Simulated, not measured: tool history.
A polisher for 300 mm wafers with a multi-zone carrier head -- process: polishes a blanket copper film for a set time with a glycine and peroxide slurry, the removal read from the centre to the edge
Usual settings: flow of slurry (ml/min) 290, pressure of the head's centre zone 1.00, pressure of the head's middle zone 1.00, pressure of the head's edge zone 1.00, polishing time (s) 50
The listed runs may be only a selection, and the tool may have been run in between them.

| run | hour | flow of slurry (ml/min) | pressure of the head's centre zone | pressure of the head's middle zone | pressure of the head's edge zone | polishing time (s) | wafers since the last listed run | wafers polished on this pad | hours since the slurry nozzle was cleaned | hours since the centre zone pressure was calibrated | hours since the edge zone pressure was calibrated | hours since the carrier head's membrane was replaced | incoming thickness of the incoming film, nm | film removed at the wafer's centre (Å) | film removed at mid-radius (Å) | film removed at the wafer's edge (Å) |
|---|---|---|---|---|---|---|---|---|---|---|---|---|---|---|---|---|
| 1 | 0.0 | 290 | 1.00 | 1.00 | 1.00 | 50 | 0 | 803 | 499.1 | 598.4 | 1163.1 | 906.5 | 2194.9 | 2313 | 2383 | 2428 |
|  | 0.8 | worn pad replaced by a new one |
| 2 | 28.0 | 290 | 1.00 | 1.00 | 1.00 | 50 | 230 | 230 | 527.1 | 626.4 | 1191.1 | 934.5 | 2263.8 | 2279 | 2401 | 2419 |
| 3 | 62.3 | 290 | 1.00 | 1.00 | 0.95 | 50 | 290 | 520 | 561.4 | 660.7 | 1225.4 | 968.8 | 2230.3 | 2323 | 2412 | 2378 |
| 4 | 88.5 | 290 | 1.00 | 1.00 | 0.95 | 50 | 221 | 742 | 587.6 | 686.9 | 1251.6 | 995.0 | 2254.2 | 2288 | 2387 | 2373 |
|  | 119.1 | worn pad replaced by a new one |
| 5 | 119.6 | 290 | 1.00 | 1.00 | 1.00 | 50 | 229 | 4 | 618.7 | 718.0 | 1282.7 | 1026.1 | 2227.1 | 2281 | 2422 | 2404 |
| 6 | 144.3 | 270 | 1.00 | 1.00 | 1.00 | 50 | 208 | 213 | 643.4 | 742.7 | 1307.4 | 1050.8 | 2204.5 | 2261 | 2388 | 2412 |
| 7 | 157.8 | 270 | 1.00 | 1.00 | 1.00 | 50 | 114 | 327 | 656.9 | 756.2 | 1320.9 | 1064.3 | 2280.7 | 2244 | 2398 | 2363 |
| 8 | 173.8 | 270 | 1.00 | 1.00 | 1.00 | 50 | 135 | 463 | 672.9 | 772.2 | 1336.9 | 1080.3 | 2241.2 | 2269 | 2396 | 2451 |
| 9 | 189.7 | 290 | 1.04 | 1.00 | 1.00 | 50 | 134 | 597 | 688.8 | 788.1 | 1352.8 | 1096.2 | 2257.7 | 2344 | 2430 | 2396 |
| 10 | 206.5 | 290 | 1.04 | 1.00 | 1.00 | 50 | 142 | 739 | 705.6 | 804.9 | 1369.6 | 1113.0 | 2269.0 | 2338 | 2377 | 2442 |
|  | 223.6 | worn pad replaced by a new one |
| 11 | 227.2 | 290 | 1.04 | 1.00 | 1.00 | 50 | 141 | 30 | 726.3 | 825.6 | 1390.3 | 1133.7 | 2240.0 | 2357 | 2429 | 2484 |
| 12 | 250.4 | 230 | 1.00 | 1.06 | 1.00 | 50 | 196 | 226 | 749.5 | 848.8 | 1413.5 | 1156.9 | 2251.3 | 2194 | 2473 | 2379 |
|  | 255.9 | slurry nozzle cleaned |
| 13 | 284.9 | 245 | 1.11 | 0.97 | 1.00 | 66 | 283 | 510 | 29.0 | 883.3 | 1448.0 | 1191.4 | 2285.6 | 3180 | 3053 | 3196 |
|  | 299.3 | edge zone pressure recalibrated |
|  | 308.9 | carrier head's membrane replaced by a new one |
| 14 | 309.4 | 290 | 1.04 | 1.00 | 1.00 | 50 | 148 | 658 | 53.5 | 907.8 | 10.1 | 0.5 | 2249.2 | 2329 | 2405 | 2437 |
|  | 323.0 | worn pad replaced by a new one |
| 15 | 411.4 | 355 | 1.00 | 1.00 | 1.00 | 62 | 829 | 747 | 155.5 | 1009.8 | 112.1 | 102.5 | 2242.5 | 2738 | 3037 | 3027 |
|  | 424.7 | centre zone pressure recalibrated |
| 16 | 425.2 | 240 | 1.00 | 0.95 | 1.00 | 50 | 99 | 847 | 169.3 | 0.5 | 125.9 | 116.3 | 2272.2 | 2358 | 2275 | 2401 |
|  | 435.6 | worn pad replaced by a new one |
| 17 | 453.4 | 290 | 1.00 | 0.88 | 1.00 | 34 | 204 | 150 | 197.5 | 28.7 | 154.1 | 144.5 | 2256.1 | 1606 | 1478 | 1611 |
| 18 | 473.7 | 290 | 1.08 | 1.00 | 1.00 | 50 | 171 | 322 | 217.8 | 49.0 | 174.4 | 164.8 | 2220.3 | 2568 | 2425 | 2390 |
| 19 | 488.3 | 290 | 0.94 | 1.00 | 1.00 | 50 | 123 | 445 | 232.4 | 63.6 | 189.0 | 179.4 | 2249.7 | 2219 | 2450 | 2465 |
| 20 | 521.3 | 290 | 1.00 | 0.89 | 0.92 | 50 | 279 | 724 | 265.4 | 96.6 | 222.0 | 212.4 | 2227.9 | 2396 | 2206 | 2335 |
|  | 539.0 | worn pad replaced by a new one |
| 21 | 549.1 | 290 | 1.00 | 1.04 | 1.00 | 50 | 201 | 85 | 293.2 | 124.4 | 249.8 | 240.2 | 2237.0 | 2398 | 2509 | 2409 |

Hidden state, per run?
removal rate lost through wear of the pad, %: 0 on each run
slurry flow missing at the pad, %: 0 on each run
deviation of the edge zone's pressure from its setpoint, %: 0 on each run
H1: deviation of the centre zone's pressure from its setpoint, %
| run | H1 |
|---|---|
| 1 | -3.79 |
| 2 | -4.04 |
| 3 | -4.36 |
| 4 | -4.62 |
| 5 | -4.93 |
| 6 | -5.2 |
| 7 | -5.34 |
| 8 | -5.52 |
| 9 | -5.7 |
| 10 | -5.89 |
| 11 | -6.14 |
| 12 | -6.42 |
| 13 | -6.85 |
| 14 | -7.17 |
| 15 | -8.59 |
| 16 | -0.89 |
| 17 | -0.896 |
| 18 | -0.907 |
| 19 | -0.919 |
| 20 | -0.957 |
| 21 | -1 |
